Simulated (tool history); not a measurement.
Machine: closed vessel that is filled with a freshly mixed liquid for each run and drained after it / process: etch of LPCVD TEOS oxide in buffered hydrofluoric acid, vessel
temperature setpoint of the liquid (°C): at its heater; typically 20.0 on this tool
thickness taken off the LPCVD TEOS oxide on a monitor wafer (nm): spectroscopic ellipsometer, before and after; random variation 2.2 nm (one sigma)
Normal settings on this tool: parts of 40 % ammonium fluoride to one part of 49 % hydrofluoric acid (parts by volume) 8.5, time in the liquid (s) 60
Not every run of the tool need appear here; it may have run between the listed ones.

run    hour  temperature setpoint of the liquid (°C)  parts of 40 % ammonium fluoride to one part of 49 % hydrofluoric acid (parts by volume)  time in the liquid (s)  read-back film thickness of the LPCVD TEOS oxide reference wafer, read on the same gauge (nm)  thickness taken off the LPCVD TEOS oxide on a monitor wafer (nm)
  1     0.0                                     20.0                                                                                      8.5                      60                                                                                         120.01                                                            302.08
  2    59.0                                     20.0                                                                                      8.5                      60                                                                                         120.02                                                            296.44
  3   128.7                                     20.0                                                                                      8.5                      60                                                                                         119.97                                                            295.80
  4   196.1                                     20.0                                                                                      8.5                      60                                                                                         119.99                                                            297.54
  5   239.9                                     20.0                                                                                      8.5                      60                                                                                         119.98                                                            297.40
  6   279.6                                     20.0                                                                                      8.5                      60                                                                                         120.03                                                            299.24
  7   324.8                                     20.0                                                                                      8.5                      60                                                                                         120.02                                                            295.48
  8   377.4                                     20.0                                                                                      7.0                      60                                                                                         120.00                                                            356.95
  9   415.5                                     20.0                                                                                      7.0                      60                                                                                         119.96                                                            360.05
 10   473.5                                     18.5                                                                                      8.5                      85                                                                                         120.07                                                            387.68
 11   503.4                                     18.5                                                                                      8.5                      85                                                                                         119.96                                                            381.62
 12   557.1                                     18.5                                                                                      8.5                      85                                                                                         120.00                                                            384.70
 13   627.5                                     20.0                                                                                      6.0                      60                                                                                         120.00                                                            415.08
      664.1  -- gauge calibrated
 14   672.2                                     20.0                                                                                      6.0                      60                                                                                         120.00                                                            410.54
 15   713.4                                     18.0                                                                                      8.5                      60                                                                                         120.00                                                            263.47
 16   753.4                                     22.5                                                                                      7.0                      60                                                                                         119.94                                                            406.01
      761.8  -- hydrofluoric acid flow meter replaced
 17   777.8                                     20.0                                                                                      8.5                      60                                                                                         120.02                                                            316.99
 18   809.0                                     18.5                                                                                      8.5                      60                                                                                         119.98                                                            289.17
 19   878.7                                     17.5                                                                                     12.0                      75                                                                                         119.96                                                            252.84
 20   945.5                                     20.0                                                                                      8.5                      60                                                                                         120.02                                                            313.28
      981.1  -- thermometer replaced
 21  1116.8                                     20.0                                                                                      8.5                      80                                                                                         119.98                                                            388.06
 22  1166.3                                     20.0                                                                                     11.5                      60                                                                                         120.01                                                            222.70
 23  1228.5                                     20.0                                                                                      8.5                      60                                                                                         119.98                                                            287.44
 24  1261.6                                     17.5                                                                                      8.5                      60                                                                                         120.01                                                            254.21
 25  1322.6                                     17.0                                                                                      8.5                      60                                                                                         120.00                                                            245.68
 26  1379.9                                     20.0                                                                                      8.5                      90                                                                                         119.96                                                            428.77
 27  1447.8                                     20.0                                                                                     10.5                      60                                                                                         120.02                                                            241.04
 28  1482.7                                     17.5                                                                                      8.5                      40                                                                                         119.99                                                            165.88
 29  1544.8                                     20.0                                                                                      8.5                      60                                                                                         119.98                                                            283.19
 30  1599.8                                     20.0                                                                                      8.5                      60                                                                                         119.99                                                            288.95
 31  1639.7                                     21.5                                                                                      5.5                      70                                                                                         120.03                                                            552.52

Estimate the outcome of run 32 from the log above:
 32  1686.2                                     20.0                                                                                      6.5                      30                                                                                              ?                                                                 ?

read-back film thickness of the LPCVD TEOS oxide reference wafer, read on the same gauge (nm): 119.98
thickness taken off the LPCVD TEOS oxide on a monitor wafer (nm): 189.50
With no hidden state in the tool, this same run would have given thickness taken off the LPCVD TEOS oxide on a monitor wafer (nm) 202.00.
